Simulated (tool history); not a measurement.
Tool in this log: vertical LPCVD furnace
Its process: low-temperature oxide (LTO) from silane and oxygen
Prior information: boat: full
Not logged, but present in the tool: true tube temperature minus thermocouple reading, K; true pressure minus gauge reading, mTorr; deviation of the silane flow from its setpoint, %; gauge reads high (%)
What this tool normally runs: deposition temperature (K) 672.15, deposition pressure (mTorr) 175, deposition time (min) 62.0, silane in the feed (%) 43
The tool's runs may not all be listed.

| run | hour | deposition temperature (K) | deposition pressure (mTorr) | deposition time (min) | silane in the feed (%) | wafers since the last listed run | hours since the last temperature calibration | hours since the pressure gauge was zeroed | hours since the silane flow controller was replaced | hours since the gauge calibration | read-back reference wafer on the same gauge, thickness | film thickness on the monitor wafer in the middle of the boat (Å) |
|---|---|---|---|---|---|---|---|---|---|---|---|---|
| 1 | 0.0 | 672.15 | 175 | 62.0 | 37 | 0 | 2462.1 | 2380.1 | 5648.6 | 214.2 | 573.52 | 4054.0 |
| 2 | 34.3 | 672.15 | 175 | 62.0 | 37 | 311 | 2496.4 | 2414.4 | 5682.9 | 248.5 | 572.59 | 4066.1 |
| 3 | 97.9 | 672.15 | 175 | 62.0 | 37 | 578 | 2560.0 | 2478.0 | 5746.5 | 312.1 | 572.65 | 4043.2 |
| 4 | 168.3 | 672.15 | 175 | 62.0 | 43 | 640 | 2630.4 | 2548.4 | 5816.9 | 382.5 | 571.89 | 4816.9 |
| 5 | 209.6 | 672.15 | 175 | 62.0 | 43 | 375 | 2671.7 | 2589.7 | 5858.2 | 423.8 | 572.66 | 4872.8 |
| 6 | 363.5 | 672.15 | 175 | 62.0 | 43 | 1399 | 2825.6 | 2743.6 | 6012.1 | 577.7 | 572.58 | 4825.3 |
| 7 | 398.3 | 672.15 | 175 | 62.0 | 43 | 316 | 2860.4 | 2778.4 | 6046.9 | 612.5 | 573.36 | 4885.1 |
| 8 | 489.9 | 672.15 | 175 | 44.5 | 43 | 832 | 2952.0 | 2870.0 | 6138.5 | 704.1 | 573.67 | 3489.5 |
| 9 | 554.7 | 672.15 | 175 | 62.0 | 43 | 589 | 3016.8 | 2934.8 | 6203.3 | 768.9 | 573.64 | 4873.7 |
| 10 | 589.3 | 672.15 | 185 | 72.0 | 43 | 314 | 3051.4 | 2969.4 | 6237.9 | 803.5 | 573.07 | 5955.9 |
| 11 | 626.2 | 672.15 | 185 | 72.0 | 43 | 335 | 3088.3 | 3006.3 | 6274.8 | 840.4 | 572.88 | 5964.0 |
|  | 656.8 | silane flow controller replaced |
| 12 | 687.7 | 672.15 | 175 | 62.0 | 43 | 340 | 3149.8 | 3067.8 | 30.9 | 901.9 | 573.51 | 4876.3 |
|  | 704.1 | gauge calibrated |
| 13 | 716.8 | 672.15 | 175 | 62.0 | 43 | 264 | 3178.9 | 3096.9 | 60.0 | 12.7 | 573.06 | 4853.3 |
|  | 763.3 | pressure gauge zeroed |
| 14 | 787.7 | 672.15 | 175 | 62.0 | 43 | 426 | 3249.8 | 24.4 | 130.9 | 83.6 | 572.83 | 4835.9 |
| 15 | 837.9 | 676.15 | 190 | 62.0 | 43 | 456 | 3300.0 | 74.6 | 181.1 | 133.8 | 572.77 | 5470.4 |
| 16 | 905.3 | 672.15 | 215 | 62.0 | 43 | 612 | 3367.4 | 142.0 | 248.5 | 201.2 | 573.12 | 5982.9 |
| 17 | 939.5 | 672.15 | 175 | 62.0 | 43 | 310 | 3401.6 | 176.2 | 282.7 | 235.4 | 572.61 | 4855.3 |
| 18 | 981.2 | 672.15 | 175 | 62.0 | 37 | 379 | 3443.3 | 217.9 | 324.4 | 277.1 | 572.88 | 4069.9 |
| 19 | 1045.9 | 672.15 | 160 | 62.0 | 43 | 588 | 3508.0 | 282.6 | 389.1 | 341.8 | 573.08 | 4432.6 |
|  | 1092.1 | thermocouples replaced and temperature profile calibrated |
| 20 | 1092.6 | 677.15 | 215 | 49.0 | 36 | 206 | 0.5 | 329.3 | 435.8 | 388.5 | 572.72 | 4062.0 |
| 21 | 1123.5 | 676.15 | 215 | 62.0 | 43 | 280 | 31.4 | 360.2 | 466.7 | 419.4 | 573.23 | 6217.9 |
| 22 | 1162.4 | 668.15 | 165 | 62.0 | 43 | 353 | 70.3 | 399.1 | 505.6 | 458.3 | 573.31 | 4408.1 |
| 23 | 1212.1 | 672.15 | 175 | 85.5 | 50 | 451 | 120.0 | 448.8 | 555.3 | 508.0 | 572.76 | 7658.5 |
| 24 | 1269.3 | 672.15 | 175 | 62.0 | 39 | 520 | 177.2 | 506.0 | 612.5 | 565.2 | 573.22 | 4357.6 |
| 25 | 1317.3 | 683.15 | 140 | 41.5 | 39 | 436 | 225.2 | 554.0 | 660.5 | 613.2 | 573.11 | 2606.4 |
| 26 | 1342.2 | 667.15 | 150 | 68.5 | 38 | 226 | 250.1 | 578.9 | 685.4 | 638.1 | 572.68 | 3740.1 |
| 27 | 1397.7 | 672.15 | 175 | 62.0 | 43 | 504 | 305.6 | 634.4 | 740.9 | 693.6 | 573.06 | 4854.3 |
| 28 | 1436.4 | 672.15 | 175 | 62.0 | 43 | 351 | 344.3 | 673.1 | 779.6 | 732.3 | 572.79 | 4854.8 |
| 29 | 1487.6 | 672.15 | 175 | 62.0 | 43 | 465 | 395.5 | 724.3 | 830.8 | 783.5 | 573.13 | 4862.7 |
| 30 | 1542.5 | 672.15 | 175 | 62.0 | 43 | 499 | 450.4 | 779.2 | 885.7 | 838.4 | 572.99 | 4848.8 |
| 31 | 1647.8 | 672.15 | 185 | 62.0 | 43 | 957 | 555.7 | 884.5 | 991.0 | 943.7 | 572.27 | 5159.7 |

Take each entry between the runs: how does the hidden state at the last listed run before it differ from the hidden state at the first listed run after it?
From run 11 to run 12: silane flow controller replaced (hour 656.8)
  no difference in the tool's unlogged condition between these two runs
From run 12 to run 13: gauge calibrated (hour 704.1)
  no difference in the tool's unlogged condition between these two runs
From run 13 to run 14: pressure gauge zeroed (hour 763.3)
  no difference in the tool's unlogged condition between these two runs
From run 19 to run 20: thermocouples replaced and temperature profile calibrated (hour 1092.1)
  no difference in the tool's unlogged condition between these two runs
